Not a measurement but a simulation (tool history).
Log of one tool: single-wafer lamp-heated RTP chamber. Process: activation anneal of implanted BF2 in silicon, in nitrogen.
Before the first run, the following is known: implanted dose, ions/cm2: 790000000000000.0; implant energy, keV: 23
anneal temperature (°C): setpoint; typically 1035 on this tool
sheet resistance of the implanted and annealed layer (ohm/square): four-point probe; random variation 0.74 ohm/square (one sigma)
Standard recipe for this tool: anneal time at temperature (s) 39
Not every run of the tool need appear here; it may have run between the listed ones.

run	hour	anneal temperature (°C)	anneal time at temperature (s)	wafers since the last listed run	wafers since the last pyrometer calibration	wafers since the reflector plate was cleaned	hours since the gauge calibration	read-back reference wafer on the same gauge, sheet resistance	sheet resistance of the implanted and annealed layer (ohm/square)
1	0	1035	39	0	2615	394	831.7	157.84	164.37
2	26.1	1035	39	267	2882	662	857.8	158.24	163.09
3	97.4	1012	39	731	3614	1394	929.1	157.96	174.29
4	159.6	1035	39	638	4253	2032	991.3	157.94	162.62
5	202.8	1035	39	443	4696	2475	1034.5	157.82	164.96
6	241.8	1035	39	400	5096	2876	1073.5	157.86	163.05
7	296.3	1035	39	559	5656	3435	1128	158.04	163.88
8	328.4	1035	39	329	5985	3765	1160.1	158.02	163.83
9	393.9	1035	39	672	6658	4437	1225.6	158.2	162.94
10	454.5	1035	57	621	7280	5059	1286.2	158.15	157.76
11	484.6	1035	57	308	7588	5368	1316.3	158.12	158.28
12	535.9	1035	57	526	8115	5894	1367.6	157.99	157.7
# hour 570: pyrometer window cleaned and pyrometer calibrated
13	585.7	1027	21	429	160	6323	1417.4	158.03	174.13
14	634.3	1027	21	498	659	6822	1466	157.99	173.4
15	691.8	1050	25	590	1249	7412	1523.5	157.79	160.93
16	750.6	1035	39	603	1853	8016	1582.3	158.03	161.89
17	780.2	1024	39	303	2157	8320	1611.9	157.85	165.52
# hour 784.1: gauge calibrated
18	843.3	1035	39	647	2804	8967	59.2	157.91	161.76
19	870.3	1035	39	277	3081	9245	86.2	158.2	161.68
20	1008.4	1035	39	1417	4499	10662	224.3	157.86	161.6
# hour 1018: reflector plate cleaned
21	1080.7	1013	54	659	5159	643	296.6	158.11	168.8
22	1150.2	1044	39	713	5872	1356	366.1	157.96	160.09
23	1204.6	1035	51	558	6430	1915	420.5	157.85	160.51
24	1266.9	1035	39	639	7070	2554	482.8	158.13	163.57
25	1297.7	1060	49	316	7386	2870	513.6	158.08	153.7
26	1360.1	1035	39	640	8026	3511	576	158.17	163.9
27	1416.7	1035	27	580	8607	4092	632.6	158	167.71
28	1461.8	1017	21	462	9070	4555	677.7	157.82	179.65
# hour 1479.6: pyrometer window cleaned and pyrometer calibrated
29	1490.4	1019	32	211	111	4766	706.3	158.08	171.35
30	1554.7	1035	50	659	771	5426	770.6	158.07	157.54

Expected results for the next run?
31	1594.3	1035	50	406	1177	5832	810.2	?	?

read-back reference wafer on the same gauge, sheet resistance: 157.93
sheet resistance of the implanted and annealed layer (ohm/square): 159.81
Had the tool carried no hidden state, the very same run would have given sheet resistance of the implanted and annealed layer (ohm/square) 161.62.

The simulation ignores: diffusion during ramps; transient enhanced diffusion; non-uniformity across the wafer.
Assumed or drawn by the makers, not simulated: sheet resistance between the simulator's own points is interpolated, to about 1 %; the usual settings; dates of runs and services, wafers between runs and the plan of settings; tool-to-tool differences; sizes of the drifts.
